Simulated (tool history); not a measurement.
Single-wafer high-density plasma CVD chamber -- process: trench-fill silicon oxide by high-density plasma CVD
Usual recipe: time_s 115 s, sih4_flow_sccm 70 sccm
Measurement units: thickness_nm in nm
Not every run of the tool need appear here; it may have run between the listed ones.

run	hour	time_s	sih4_flow_sccm	wafers since the last listed run	hours since the silane flow controller was replaced	hours since the gauge calibration	read-back reference wafer on the same gauge, thickness_nm	thickness_nm
1	0.0	115	70	0	3635.0	768.7	809.825	814.961
2	73.2	115	70	1123	3708.2	841.9	810.380	807.392
3	140.8	115	70	1037	3775.8	909.5	809.684	810.288
4	192.9	115	70	799	3827.9	961.6	809.977	814.499
5	239.4	115	70	713	3874.4	1008.1	809.425	810.917
6	284.2	115	70	687	3919.2	1052.9	811.408	813.085
7	351.6	115	65	1034	3986.6	1120.3	809.270	753.278
8	400.0	115	65	742	4035.0	1168.7	810.309	752.135
9	446.8	115	65	718	4081.8	1215.5	810.915	754.056
10	486.1	102	61	603	4121.1	1254.8	810.862	626.379
11	544.9	102	61	902	4179.9	1313.6	809.760	628.762
12	589.0	108	73	676	4224.0	1357.7	808.905	798.529
13	621.7	108	73	501	4256.7	1390.4	809.636	794.064
14	656.4	108	73	532	4291.4	1425.1	810.163	796.208
15	683.6	115	70	417	4318.6	1452.3	809.786	812.314
16	737.3	123	77	824	4372.3	1506.0	810.961	952.420
17	782.5	123	77	693	4417.5	1551.2	809.306	958.796
18	818.6	123	77	554	4453.6	1587.3	810.712	963.711
19	878.1	115	70	913	4513.1	1646.8	810.063	816.270
# hour 924.1: silane flow controller replaced
20	930.5	136	59	681	6.4	1699.2	809.943	805.428
21	982.0	126	75	790	57.9	1750.7	808.520	952.738
22	1020.7	132	70	593	96.6	1789.4	810.010	932.175
23	1064.7	102	56	675	140.6	1833.4	809.179	577.706
# hour 1083.1: gauge calibrated
24	1136.1	115	70	1095	212.0	53.0	810.531	816.607
25	1180.4	136	56	679	256.3	97.3	808.855	771.026
26	1224.2	108	64	672	300.1	141.1	808.998	690.772
27	1292.6	101	76	1049	368.5	209.5	809.221	772.000
28	1327.2	115	70	530	403.1	244.1	809.576	809.881
29	1378.9	115	78	793	454.8	295.8	809.859	900.070
30	1407.2	94	78	434	483.1	324.1	808.794	739.168
31	1471.8	107	70	991	547.7	388.7	809.664	756.717
32	1534.6	115	70	963	610.5	451.5	811.271	816.037
33	1568.2	138	59	515	644.1	485.1	810.671	821.659
34	1628.0	98	78	917	703.9	544.9	810.224	771.460
35	1695.4	101	58	1034	771.3	612.3	809.794	587.379

Run 36 is up next; what results do you expect?
36	1741.5	115	78	707	817.4	658.4	?	?

read-back reference wafer on the same gauge, thickness_nm: 810.435
thickness_nm: 906.592 nm
With no hidden state in the tool, this same run would have given thickness_nm 906.592 nm.
